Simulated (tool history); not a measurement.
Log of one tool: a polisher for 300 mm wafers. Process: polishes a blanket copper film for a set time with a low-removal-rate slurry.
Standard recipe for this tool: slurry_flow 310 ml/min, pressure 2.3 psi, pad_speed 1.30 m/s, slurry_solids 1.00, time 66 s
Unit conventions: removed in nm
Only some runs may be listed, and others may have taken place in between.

run	hour	slurry_flow	pressure	pad_speed	slurry_solids	time	incoming thickness of the incoming film, nm	removed
1	0.0	310	2.3	1.30	1.00	66	882.5	214.7
# hour 12.8: worn pad replaced by a new one, of another model than before
2	13.3	310	2.3	1.30	1.00	66	882.2	209.6
3	30.1	245	2.3	1.30	1.00	66	853.7	206.0
4	44.5	310	2.3	1.30	1.00	66	881.2	211.4
5	51.6	310	2.3	1.30	1.00	66	862.5	209.3
6	60.2	310	2.3	1.30	1.00	66	886.0	208.1
7	75.3	310	2.3	1.30	1.00	66	876.8	206.4
8	92.8	310	2.3	0.92	1.00	48	868.9	128.3
9	104.3	280	2.3	0.88	1.00	81	862.9	205.6
10	116.4	265	2.3	1.30	1.00	45	878.1	137.8
11	129.8	275	1.8	0.92	1.00	76	864.6	169.3
# hour 134.5: worn pad replaced by a new one
12	144.1	310	2.3	1.30	1.00	66	853.0	201.2
# hour 162.0: slurry blender recalibrated
13	162.5	310	2.6	0.90	1.15	85	876.0	257.5
# hour 167.2: head pressure recalibrated
14	170.6	310	2.3	1.70	1.00	82	865.5	314.8
15	185.6	270	2.3	1.30	1.00	66	874.6	210.2
# hour 191.2: slurry nozzle cleaned
16	196.0	225	2.1	0.88	0.90	66	854.7	156.8
17	213.0	310	2.3	1.30	1.20	86	882.1	297.5
18	219.4	310	2.3	1.30	1.00	66	875.9	213.5
19	234.6	310	2.3	1.30	0.75	66	870.8	206.6
# hour 242.0: worn pad replaced by a new one
20	247.4	310	2.3	0.98	1.00	66	859.8	185.2
21	265.2	310	2.3	1.30	1.00	66	880.6	213.8
22	271.4	310	2.3	1.30	1.00	66	868.6	215.0
23	283.2	310	2.3	1.30	1.00	66	867.5	213.5
24	297.5	310	2.3	1.30	1.00	66	864.3	207.6
25	307.3	310	2.3	1.30	1.00	66	876.0	213.0
26	317.8	340	2.1	1.30	1.25	66	872.8	215.1
27	332.6	410	3.0	1.30	1.00	66	871.5	257.3
28	347.5	310	2.3	1.30	1.00	66	867.6	210.5
29	355.5	310	2.0	1.30	1.00	66	866.6	200.7
# hour 366.5: worn pad replaced by a new one
30	367.0	205	2.0	1.08	0.80	66	853.2	158.7

Below are 4 alternative next runs, each starting from the tool's condition after run 30. Predict each:
A	367.4	310	2.3	1.30	1.00	66	876.5	?
B	367.4	380	2.3	1.30	1.00	66	876.5	?
C	367.4	350	2.3	1.30	1.15	44	876.5	?
D	367.4	310	1.8	1.30	1.10	66	876.5	?

run	removed
A	215.8
B	221.0
C	150.1
D	192.9
Take away the tool's hidden state, keep each run's random variation, and the runs would have read:
run	removed
A	221.2
B	226.5
C	153.8
D	197.7

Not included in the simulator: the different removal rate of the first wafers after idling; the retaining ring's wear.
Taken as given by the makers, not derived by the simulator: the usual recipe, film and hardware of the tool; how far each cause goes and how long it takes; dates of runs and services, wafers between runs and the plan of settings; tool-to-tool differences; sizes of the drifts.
